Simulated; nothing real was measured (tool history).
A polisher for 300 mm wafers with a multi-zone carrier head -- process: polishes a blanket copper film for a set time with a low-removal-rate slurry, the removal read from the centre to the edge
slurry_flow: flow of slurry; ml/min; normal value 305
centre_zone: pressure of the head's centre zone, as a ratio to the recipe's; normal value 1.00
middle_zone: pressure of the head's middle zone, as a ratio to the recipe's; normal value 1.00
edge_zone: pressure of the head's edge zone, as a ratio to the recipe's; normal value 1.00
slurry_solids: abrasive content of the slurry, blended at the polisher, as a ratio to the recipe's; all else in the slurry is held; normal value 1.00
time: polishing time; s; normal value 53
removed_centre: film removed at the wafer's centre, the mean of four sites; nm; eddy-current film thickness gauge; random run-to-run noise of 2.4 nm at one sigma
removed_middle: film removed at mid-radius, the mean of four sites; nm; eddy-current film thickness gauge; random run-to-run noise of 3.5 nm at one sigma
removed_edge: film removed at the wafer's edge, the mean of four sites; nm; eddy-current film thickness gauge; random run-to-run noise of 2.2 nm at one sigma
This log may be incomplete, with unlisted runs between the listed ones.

run   hour  slurry_flow  centre_zone  middle_zone  edge_zone  slurry_solids  time  incoming thickness of the incoming film, nm  removed_centre  removed_middle  removed_edge
  1    0.0          375         1.00         1.00       1.00           1.00    42                                       1114.6           185.4           185.3         183.8
      11.7  -- worn pad replaced by a new one
  2   12.2          375         1.00         1.00       1.00           1.00    42                                       1125.0           185.4           183.9         181.1
      51.7  -- carrier head's membrane replaced by a new one
  3   63.0          375         1.00         1.00       1.00           1.00    42                                       1133.7           183.5           181.8         179.3
  4   77.0          305         1.00         1.00       1.00           1.00    53                                       1118.0           217.0           216.5         225.6
      94.1  -- worn pad replaced by a new one
  5  115.4          305         1.00         1.00       1.00           1.00    53                                       1124.2           217.0           218.6         222.3
  6  127.5          305         1.00         1.00       1.08           1.00    57                                       1115.2           228.2           229.8         244.7
  7  144.7          395         1.00         1.00       1.00           1.00    53                                       1101.9           224.8           228.8         224.3
     150.0  -- slurry nozzle cleaned
  8  157.2          305         1.00         1.00       1.00           1.00    53                                       1128.9           237.0           235.4         231.8
  9  166.9          225         1.00         1.00       1.08           0.70    53                                       1109.6           207.1           201.6         219.3
     177.5  -- worn pad replaced by a new one
 10  178.0          305         1.04         1.05       1.00           1.00    53                                       1116.4           241.9           234.4         232.8
     184.7  -- edge zone pressure recalibrated
 11  193.2          305         1.00         1.00       1.00           1.00    53                                       1116.6           237.9           233.8         233.1
 12  203.3          260         1.00         1.04       1.00           1.00    53                                       1113.4           231.3           238.6         231.6
     208.2  -- centre zone pressure recalibrated
 13  212.7          305         1.00         0.96       1.00           1.25    53                                       1123.4           249.2           239.8         245.1
 14  230.7          305         1.00         1.00       1.00           1.00    53                                       1104.5           236.6           237.2         230.1
 15  240.6          305         1.00         1.00       1.00           1.00    53                                       1122.2           234.6           230.5         230.7
 16  247.5          305         1.00         1.00       1.00           1.00    45                                       1114.7           200.4           195.2         194.3
     251.5  -- worn pad replaced by a new one
 17  254.4          305         1.00         1.00       0.96           0.75    53                                       1103.5           215.5           219.1         215.0
 18  263.1          305         1.00         1.00       1.00           1.00    53                                       1109.0           234.7           230.2         231.7
 19  277.5          275         1.00         1.00       1.09           1.10    53                                       1127.9           238.2           240.3         247.6
 20  294.5          305         1.00         1.00       0.91           1.20    53                                       1109.8           248.4           242.8         235.0
 21  302.2          355         1.00         1.00       1.00           1.00    53                                       1124.2           234.6           237.7         233.5

Predict each of these 4 candidate next runs independently; none follows another, all start after run 21:
  A  302.6          305         1.00         1.00       1.00           1.00    53                                       1123.6               ?               ?             ?
  B  302.6          305         1.00         1.10       0.93           1.00    62                                       1123.6               ?               ?             ?
  C  302.6          370         1.03         1.00       1.00           0.90    53                                       1123.6               ?               ?             ?
  D  302.6          305         1.11         1.00       1.00           0.75    66                                       1123.6               ?               ?             ?

run  removed_centre  removed_middle  removed_edge
  A           238.3           232.7         228.3
  B           279.0           295.1         257.6
  C           243.8           231.2         225.8
  D           304.6           270.0         265.0
Without the tool's hidden state the same runs would have given:
run  removed_centre  removed_middle  removed_edge
  A           240.0           234.2         229.4
  B           280.9           296.9         258.9
  C           245.2           232.4         226.7
  D           306.7           271.7         266.3
